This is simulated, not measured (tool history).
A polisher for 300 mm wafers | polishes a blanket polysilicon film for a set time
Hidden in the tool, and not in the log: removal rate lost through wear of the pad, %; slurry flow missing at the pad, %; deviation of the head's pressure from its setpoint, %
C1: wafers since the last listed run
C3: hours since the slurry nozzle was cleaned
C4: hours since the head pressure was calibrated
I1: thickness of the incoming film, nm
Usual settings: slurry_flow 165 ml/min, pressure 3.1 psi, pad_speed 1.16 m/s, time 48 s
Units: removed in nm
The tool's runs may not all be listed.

Run 1, hour 0: usual settings; C1 0; wafers polished on this pad 4249; C3 5.3; C4 459.3; I1 1442.6. Result: removed 437 nm.
Run 2, hour 68.7: usual settings; C1 729; wafers polished on this pad 4978; C3 74; C4 528; I1 1432. Result: removed 418.4 nm.
Run 3, hour 136.8: usual settings; C1 723; wafers polished on this pad 5702; C3 142.1; C4 596.1; I1 1405. Result: removed 423.9 nm.
Run 4, hour 189.7: usual settings but time 58 s; C1 561; wafers polished on this pad 6263; C3 195; C4 649; I1 1435.1. Result: removed 492.5 nm.
Run 5, hour 227.5: usual settings; C1 401; wafers polished on this pad 6665; C3 232.8; C4 686.8; I1 1425.8. Result: removed 421.3 nm.
Run 6, hour 307.7: usual settings; C1 851; wafers polished on this pad 7516; C3 313; C4 767; I1 1423.5. Result: removed 422.1 nm.
At hour 388.1: head pressure recalibrated, repeated, since the last time left the tool worse.
Run 7, hour 414.1: usual settings; C1 1108; wafers polished on this pad 8625; C3 419.4; C4 26; I1 1442.8. Result: removed 487.7 nm.
At hour 442.7: worn pad replaced by a new one.
Run 8, hour 473.1: usual settings; C1 583; wafers polished on this pad 323; C3 478.4; C4 85; I1 1426.8. Result: removed 483.7 nm.
Run 9, hour 756.4: usual settings; C1 3007; wafers polished on this pad 3331; C3 761.7; C4 368.3; I1 1452.9. Result: removed 486.2 nm.
At hour 800.1: slurry nozzle cleaned.
Run 10, hour 863.1: usual settings but time 52 s; C1 1122; wafers polished on this pad 4453; C3 63; C4 475; I1 1401. Result: removed 517.2 nm.
Run 11, hour 966.5: usual settings but time 52 s; C1 1097; wafers polished on this pad 5551; C3 166.4; C4 578.4; I1 1425.3. Result: removed 524.6 nm.
Run 12, hour 1006.4: usual settings but time 52 s; C1 423; wafers polished on this pad 5974; C3 206.3; C4 618.3; I1 1415.9. Result: removed 514.8 nm.
Run 13, hour 1074: usual settings but slurry_flow 125 ml/min; C1 717; wafers polished on this pad 6692; C3 273.9; C4 685.9; I1 1442.6. Result: removed 445.7 nm.
Run 14, hour 1134.3: usual settings but slurry_flow 140 ml/min, pressure 2.1 psi; C1 640; wafers polished on this pad 7332; C3 334.2; C4 746.2; I1 1431.3. Result: removed 301.5 nm.
Run 15, hour 1236.1: usual settings; C1 1080; wafers polished on this pad 8413; C3 436; C4 848; I1 1434.1. Result: removed 465.5 nm.
At hour 1273.1: head pressure recalibrated.
At hour 1315.6: worn pad replaced by a new one.
Run 16, hour 1318.1: usual settings but pad_speed 1.42 m/s; C1 806; wafers polished on this pad 26; C3 518; C4 45; I1 1416.4. Result: removed 573.6 nm.
Run 17, hour 1418.3: usual settings but slurry_flow 135 ml/min, pressure 2.5 psi, pad_speed 1.54 m/s, time 38 s; C1 1063; wafers polished on this pad 1090; C3 618.2; C4 145.2; I1 1418.6. Result: removed 366.6 nm.
Run 18, hour 1514: usual settings but pressure 4.2 psi, pad_speed 0.82 m/s, time 59 s; C1 1016; wafers polished on this pad 2106; C3 713.9; C4 240.9; I1 1444.9. Result: removed 645.3 nm.
Run 19, hour 1555.9: usual settings but slurry_flow 205 ml/min, pressure 2.7 psi, time 38 s; C1 444; wafers polished on this pad 2551; C3 755.8; C4 282.8; I1 1447.2. Result: removed 340.8 nm.
Run 20, hour 1640.1: usual settings but slurry_flow 135 ml/min, pressure 2.3 psi, pad_speed 0.96 m/s, time 62 s; C1 893; wafers polished on this pad 3445; C3 840; C4 367; I1 1414.4. Result: removed 388.3 nm.
At hour 1677.2: slurry nozzle cleaned.
Run 21, hour 1724.9: usual settings but pressure 2.2 psi, time 63 s; C1 889; wafers polished on this pad 4334; C3 47.7; C4 451.8; I1 1438.5. Result: removed 441.2 nm.
Run 22, hour 1791.6: usual settings but slurry_flow 125 ml/min, pressure 3.9 psi, pad_speed 0.9 m/s; C1 708; wafers polished on this pad 5042; C3 114.4; C4 518.5; I1 1428.3. Result: removed 480.5 nm.

The next listed run, before its measurement:
Run 23, hour 1853.8: usual settings but pad_speed 0.84 m/s; C1 660; wafers polished on this pad 5703; C3 176.6; C4 580.7; I1 1450. Result: removed ?.

removed: 378.2 nm
Without the tool's hidden state the same run would have given removed 396.2 nm.
